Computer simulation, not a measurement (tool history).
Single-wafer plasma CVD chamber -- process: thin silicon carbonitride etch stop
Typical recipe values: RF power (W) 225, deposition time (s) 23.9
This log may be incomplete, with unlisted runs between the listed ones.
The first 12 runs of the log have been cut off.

run   hour  RF power (W)  deposition time (s)  read-back reference wafer on the same gauge, thickness_nm  mean film thickness on the monitor wafer (angstrom)
 13  295.8           210                 20.7                                                     14.011                                               123.31
 14  315.2           255                 27.6                                                     14.025                                               174.15
 15  337.4           225                 23.9                                                     14.043                                               145.17
 16  352.8           225                 23.9                                                     14.044                                               145.57
     368.6  -- RF generator calibrated
     374.9  -- thermocouple changed; heater temperature recalibrated
 17  375.4           185                 26.1                                                     14.064                                                152.1
 18  393.8           190                 25.2                                                     14.069                                               147.79
 19  407.8           210                 26.8                                                     14.066                                               162.03
 20  426.2           260                 20.2                                                     14.076                                               128.32
 21  453.3           245                 21.7                                                     14.102                                               135.81
     470.9  -- showerhead replaced
 22  475.1           225                 19.8                                                     14.104                                               122.85
 23  493.9           225                 23.9                                                      14.12                                               147.02
 24  532.7           250                 20.9                                                     14.155                                               132.53
 25  554.3           205                 28.4                                                     14.159                                               172.01
 26    573           245                 20.1                                                     14.167                                               126.38
     587.9  -- gauge calibrated
 27  608.9           225                 23.9                                                     13.739                                               143.31
 28  641.7           255                 21.4                                                     13.747                                               131.24
 29  677.7           225                 22.4                                                     13.767                                               134.63

Predict the results of run 30:
 30   702           225                 23.9                                                          ?                                                    ?

Logged for run 30: read-back reference wafer on the same gauge, thickness_nm 13.784, mean film thickness on the monitor wafer (angstrom) 144.
On a tool with no hidden condition, and with the same random variation, this run would have come out at mean film thickness on the monitor wafer (angstrom) 143.11.
